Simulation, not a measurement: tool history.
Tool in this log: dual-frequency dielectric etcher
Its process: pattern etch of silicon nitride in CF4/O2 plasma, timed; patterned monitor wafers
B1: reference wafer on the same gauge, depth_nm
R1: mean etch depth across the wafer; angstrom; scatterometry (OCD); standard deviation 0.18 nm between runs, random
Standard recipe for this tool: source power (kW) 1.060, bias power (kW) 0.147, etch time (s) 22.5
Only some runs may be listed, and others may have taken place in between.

run 1 hour=0.0 | source_power_(kW)=1.060 bias_power_(kW)=0.147 etch_time_(s)=18.5 | B1=71.2 | R1=666
run 2 hour=305.2 | source_power_(kW)=1.060 bias_power_(kW)=0.147 etch_time_(s)=22.5 | B1=71.2 | R1=808
run 3 hour=408.0 | source_power_(kW)=1.060 bias_power_(kW)=0.147 etch_time_(s)=22.5 | B1=71.2 | R1=812
run 4 hour=454.1 | source_power_(kW)=1.060 bias_power_(kW)=0.147 etch_time_(s)=22.5 | B1=71.2 | R1=808
-- hour=524.9 wet clean of the chamber
run 5 hour=559.8 | source_power_(kW)=1.220 bias_power_(kW)=0.116 etch_time_(s)=22.5 | B1=71.2 | R1=851
run 6 hour=652.3 | source_power_(kW)=0.990 bias_power_(kW)=0.137 etch_time_(s)=16.0 | B1=71.2 | R1=535
run 7 hour=700.9 | source_power_(kW)=1.310 bias_power_(kW)=0.183 etch_time_(s)=25.5 | B1=71.2 | R1=1163
run 8 hour=793.3 | source_power_(kW)=1.210 bias_power_(kW)=0.147 etch_time_(s)=18.5 | B1=71.2 | R1=744
run 9 hour=849.7 | source_power_(kW)=1.210 bias_power_(kW)=0.147 etch_time_(s)=22.5 | B1=71.2 | R1=900
run 10 hour=950.9 | source_power_(kW)=1.060 bias_power_(kW)=0.147 etch_time_(s)=22.5 | B1=71.2 | R1=812
run 11 hour=1047.3 | source_power_(kW)=0.970 bias_power_(kW)=0.131 etch_time_(s)=27.0 | B1=71.2 | R1=877
run 12 hour=1109.0 | source_power_(kW)=1.160 bias_power_(kW)=0.119 etch_time_(s)=16.0 | B1=71.2 | R1=587
run 13 hour=1193.1 | source_power_(kW)=1.060 bias_power_(kW)=0.147 etch_time_(s)=22.5 | B1=71.2 | R1=812
run 14 hour=1289.8 | source_power_(kW)=0.830 bias_power_(kW)=0.167 etch_time_(s)=17.5 | B1=71.2 | R1=540
-- hour=1350.5 source power generator calibrated
-- hour=1368.5 upper electrode replaced
run 15 hour=1369.0 | source_power_(kW)=1.060 bias_power_(kW)=0.147 etch_time_(s)=18.0 | B1=71.2 | R1=651
-- hour=1422.9 wet clean of the chamber
run 16 hour=1467.4 | source_power_(kW)=1.210 bias_power_(kW)=0.147 etch_time_(s)=22.5 | B1=71.2 | R1=907
run 17 hour=1562.5 | source_power_(kW)=1.180 bias_power_(kW)=0.125 etch_time_(s)=22.5 | B1=71.2 | R1=845
run 18 hour=1668.6 | source_power_(kW)=0.850 bias_power_(kW)=0.138 etch_time_(s)=16.5 | B1=71.2 | R1=493
-- hour=1753.6 bias power generator calibrated
run 19 hour=1811.7 | source_power_(kW)=1.060 bias_power_(kW)=0.147 etch_time_(s)=22.5 | B1=71.2 | R1=803
run 20 hour=1913.3 | source_power_(kW)=1.220 bias_power_(kW)=0.164 etch_time_(s)=22.5 | B1=71.2 | R1=929
run 21 hour=1954.6 | source_power_(kW)=1.060 bias_power_(kW)=0.147 etch_time_(s)=17.5 | B1=71.2 | R1=624
run 22 hour=2049.0 | source_power_(kW)=1.190 bias_power_(kW)=0.116 etch_time_(s)=22.5 | B1=71.2 | R1=827
run 23 hour=2207.6 | source_power_(kW)=0.950 bias_power_(kW)=0.136 etch_time_(s)=27.0 | B1=71.2 | R1=864
-- hour=2310.0 wet clean of the chamber
run 24 hour=2310.5 | source_power_(kW)=1.060 bias_power_(kW)=0.147 etch_time_(s)=24.5 | B1=71.2 | R1=874
run 25 hour=2376.4 | source_power_(kW)=1.060 bias_power_(kW)=0.147 etch_time_(s)=22.5 | B1=71.2 | R1=803
run 26 hour=2649.1 | source_power_(kW)=1.060 bias_power_(kW)=0.147 etch_time_(s)=22.5 | B1=71.2 | R1=804
run 27 hour=2740.9 | source_power_(kW)=1.060 bias_power_(kW)=0.147 etch_time_(s)=26.5 | B1=71.2 | R1=950
run 28 hour=2793.7 | source_power_(kW)=1.060 bias_power_(kW)=0.147 etch_time_(s)=22.5 | B1=71.2 | R1=809
run 29 hour=2835.9 | source_power_(kW)=1.220 bias_power_(kW)=0.116 etch_time_(s)=22.5 | B1=71.2 | R1=843

What if the next run were any one of these 5? Each begins from the tool's condition after run 29:
run A hour=2836.3 | source_power_(kW)=1.060 bias_power_(kW)=0.128 etch_time_(s)=22.5 | B1=? | R1=?
run B hour=2836.3 | source_power_(kW)=0.990 bias_power_(kW)=0.113 etch_time_(s)=27.5 | B1=? | R1=?
run C hour=2836.3 | source_power_(kW)=0.910 bias_power_(kW)=0.129 etch_time_(s)=24.5 | B1=? | R1=?
run D hour=2836.3 | source_power_(kW)=1.060 bias_power_(kW)=0.166 etch_time_(s)=16.5 | B1=? | R1=?
run E hour=2836.3 | source_power_(kW)=1.300 bias_power_(kW)=0.147 etch_time_(s)=22.5 | B1=? | R1=?

run=A B1=71.2 R1=775
run=B B1=71.2 R1=867
run=C B1=71.2 R1=750
run=D B1=71.2 R1=613
run=E B1=71.2 R1=949
What these runs would have given with no unlogged condition in the tool:
run=A R1=772
run=B R1=864
run=C R1=747
run=D R1=610
run=E R1=946
